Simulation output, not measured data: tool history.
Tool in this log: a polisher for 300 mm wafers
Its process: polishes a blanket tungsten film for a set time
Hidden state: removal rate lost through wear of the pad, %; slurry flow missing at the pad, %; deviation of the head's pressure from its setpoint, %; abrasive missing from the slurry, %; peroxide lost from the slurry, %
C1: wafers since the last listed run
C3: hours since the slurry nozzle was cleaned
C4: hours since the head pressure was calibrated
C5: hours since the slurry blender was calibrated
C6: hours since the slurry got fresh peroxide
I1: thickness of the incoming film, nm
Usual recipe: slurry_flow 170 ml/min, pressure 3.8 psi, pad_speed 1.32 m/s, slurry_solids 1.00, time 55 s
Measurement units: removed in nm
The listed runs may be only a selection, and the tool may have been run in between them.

run 1 day=0.000 | slurry_flow=170 pressure=3.8 pad_speed=1.32 slurry_solids=1.20 time=55 | C1=0 wafers_polished_on_this_pad=1627 C3=22.7 C4=489.4 C5=115.8 C6=198.5 | I1=1003.5 | removed=305.7
run 2 day=1.621 | slurry_flow=170 pressure=3.8 pad_speed=1.44 slurry_solids=1.00 time=55 | C1=371 wafers_polished_on_this_pad=1998 C3=61.6 C4=528.3 C5=154.7 C6=237.4 | I1=992.8 | removed=314.1
-- day=2.575 slurry tank refilled with fresh slurry and peroxide
-- day=3.638 worn pad replaced by a new one
-- day=3.700 head pressure recalibrated
run 3 day=4.008 | slurry_flow=170 pressure=4.4 pad_speed=1.32 slurry_solids=1.00 time=55 | C1=485 wafers_polished_on_this_pad=70 C3=118.9 C4=7.4 C5=212.0 C6=34.4 | I1=969.4 | removed=357.8
-- day=5.162 slurry blender recalibrated
run 4 day=6.596 | slurry_flow=170 pressure=4.4 pad_speed=1.32 slurry_solids=1.00 time=55 | C1=574 wafers_polished_on_this_pad=644 C3=181.0 C4=69.5 C5=34.4 C6=96.5 | I1=987.5 | removed=358.0
run 5 day=8.117 | slurry_flow=170 pressure=4.4 pad_speed=1.32 slurry_solids=1.00 time=55 | C1=348 wafers_polished_on_this_pad=993 C3=217.5 C4=106.0 C5=70.9 C6=133.0 | I1=979.9 | removed=351.4
run 6 day=11.100 | slurry_flow=170 pressure=3.8 pad_speed=1.32 slurry_solids=1.00 time=55 | C1=683 wafers_polished_on_this_pad=1677 C3=289.1 C4=177.6 C5=142.5 C6=204.6 | I1=996.7 | removed=298.1
run 7 day=12.938 | slurry_flow=170 pressure=3.8 pad_speed=1.32 slurry_solids=1.00 time=55 | C1=421 wafers_polished_on_this_pad=2098 C3=333.2 C4=221.7 C5=186.6 C6=248.7 | I1=994.0 | removed=286.9
-- day=13.579 slurry tank refilled with fresh slurry and peroxide
-- day=14.108 slurry nozzle cleaned
run 8 day=14.279 | slurry_flow=170 pressure=3.8 pad_speed=1.32 slurry_solids=1.00 time=55 | C1=288 wafers_polished_on_this_pad=2387 C3=4.1 C4=253.9 C5=218.8 C6=16.8 | I1=1004.9 | removed=281.9
-- day=14.746 worn pad replaced by a new one
-- day=15.771 slurry blender recalibrated
run 9 day=15.996 | slurry_flow=170 pressure=3.8 pad_speed=1.32 slurry_solids=1.00 time=55 | C1=336 wafers_polished_on_this_pad=267 C3=45.3 C4=295.1 C5=5.4 C6=58.0 | I1=991.6 | removed=307.2
run 10 day=21.446 | slurry_flow=170 pressure=3.8 pad_speed=1.32 slurry_solids=1.00 time=55 | C1=1249 wafers_polished_on_this_pad=1516 C3=176.1 C4=425.9 C5=136.2 C6=188.8 | I1=990.7 | removed=297.5
-- day=23.100 slurry tank refilled with fresh slurry and peroxide
-- day=26.804 worn pad replaced by a new one
-- day=28.021 head pressure recalibrated
-- day=28.125 slurry blender recalibrated
run 11 day=28.762 | slurry_flow=170 pressure=3.8 pad_speed=1.32 slurry_solids=1.00 time=55 | C1=1591 wafers_polished_on_this_pad=410 C3=351.7 C4=17.8 C5=15.3 C6=135.9 | I1=985.0 | removed=307.1
run 12 day=30.350 | slurry_flow=190 pressure=3.8 pad_speed=1.32 slurry_solids=1.25 time=55 | C1=363 wafers_polished_on_this_pad=774 C3=389.8 C4=55.9 C5=53.4 C6=174.0 | I1=994.7 | removed=329.5
run 13 day=31.983 | slurry_flow=195 pressure=2.8 pad_speed=1.32 slurry_solids=1.15 time=55 | C1=374 wafers_polished_on_this_pad=1148 C3=429.0 C4=95.1 C5=92.6 C6=213.2 | I1=971.2 | removed=237.3
-- day=32.854 slurry nozzle cleaned
run 14 day=33.554 | slurry_flow=170 pressure=3.8 pad_speed=1.32 slurry_solids=1.25 time=55 | C1=350 wafers_polished_on_this_pad=1499 C3=16.8 C4=132.8 C5=130.3 C6=250.9 | I1=993.1 | removed=309.6
-- day=34.800 slurry tank refilled with fresh slurry and peroxide
run 15 day=35.038 | slurry_flow=115 pressure=3.8 pad_speed=1.04 slurry_solids=1.20 time=55 | C1=330 wafers_polished_on_this_pad=1829 C3=52.4 C4=168.4 C5=165.9 C6=5.7 | I1=986.3 | removed=219.2
run 16 day=37.458 | slurry_flow=145 pressure=3.8 pad_speed=1.32 slurry_solids=0.75 time=55 | C1=554 wafers_polished_on_this_pad=2384 C3=110.5 C4=226.5 C5=224.0 C6=63.8 | I1=1000.6 | removed=254.4
-- day=38.358 worn pad replaced by a new one
-- day=39.796 slurry blender recalibrated
run 17 day=39.817 | slurry_flow=170 pressure=3.2 pad_speed=1.68 slurry_solids=1.00 time=55 | C1=483 wafers_polished_on_this_pad=315 C3=167.1 C4=283.1 C5=0.5 C6=120.4 | I1=1001.5 | removed=331.1
run 18 day=41.321 | slurry_flow=145 pressure=3.8 pad_speed=1.32 slurry_solids=0.85 time=47 | C1=344 wafers_polished_on_this_pad=660 C3=203.2 C4=319.2 C5=36.6 C6=156.5 | I1=1000.4 | removed=243.6
run 19 day=42.733 | slurry_flow=170 pressure=3.8 pad_speed=1.32 slurry_solids=1.00 time=55 | C1=323 wafers_polished_on_this_pad=984 C3=237.1 C4=353.1 C5=70.5 C6=190.4 | I1=988.8 | removed=301.9
-- day=44.421 slurry tank refilled with fresh slurry and peroxide
run 20 day=45.500 | slurry_flow=155 pressure=3.8 pad_speed=1.32 slurry_solids=1.00 time=55 | C1=624 wafers_polished_on_this_pad=1608 C3=303.5 C4=419.5 C5=136.9 C6=25.9 | I1=982.7 | removed=291.1
-- day=46.992 slurry nozzle cleaned
run 21 day=47.896 | slurry_flow=190 pressure=3.8 pad_speed=1.70 slurry_solids=1.00 time=55 | C1=539 wafers_polished_on_this_pad=2148 C3=21.7 C4=477.0 C5=194.4 C6=83.4 | I1=982.5 | removed=376.0
run 22 day=50.354 | slurry_flow=170 pressure=4.8 pad_speed=1.32 slurry_solids=0.80 time=55 | C1=563 wafers_polished_on_this_pad=2712 C3=80.7 C4=536.0 C5=253.4 C6=142.4 | I1=988.2 | removed=325.5
-- day=50.796 worn pad replaced by a new one
run 23 day=51.458 | slurry_flow=170 pressure=3.8 pad_speed=1.32 slurry_solids=1.00 time=55 | C1=214 wafers_polished_on_this_pad=151 C3=107.2 C4=562.5 C5=279.9 C6=168.9 | I1=986.9 | removed=305.3
-- day=51.679 slurry blender recalibrated
run 24 day=52.525 | slurry_flow=170 pressure=3.8 pad_speed=1.32 slurry_solids=0.70 time=66 | C1=225 wafers_polished_on_this_pad=377 C3=132.8 C4=588.1 C5=20.3 C6=194.5 | I1=970.6 | removed=330.4
run 25 day=54.150 | slurry_flow=170 pressure=3.8 pad_speed=1.32 slurry_solids=1.00 time=55 | C1=372 wafers_polished_on_this_pad=749 C3=171.8 C4=627.1 C5=59.3 C6=233.5 | I1=981.7 | removed=301.1

A few steps of removed between consecutive runs. Split each: what settings, incoming material and random variation would produce without the hidden state, and what is left over for the hidden state, along with gauge scatter present in only one of the two compared results (measured, and without hidden state):
Run 8 -> 9: worn pad replaced by a new one, slurry blender recalibrated. removed +25.3 nm: hidden state +25.2, all else +0.1.
Run 12 -> 13: slurry_flow 190 -> 195, pressure 3.8 -> 2.8, slurry_solids 1.25 -> 1.15. removed -92.2 nm: hidden state -1.2, all else -91.0.
Run 14 -> 15: slurry_flow 170 -> 115, pad_speed 1.32 -> 1.04, slurry_solids 1.25 -> 1.20, slurry tank refilled with fresh slurry and peroxide. removed -90.4 nm: hidden state -0.3, all else -90.1.
Run 22 -> 23: pressure 4.8 -> 3.8, slurry_solids 0.80 -> 1.00, worn pad replaced by a new one. removed -20.2 nm: hidden state +34.5, all else -54.7.
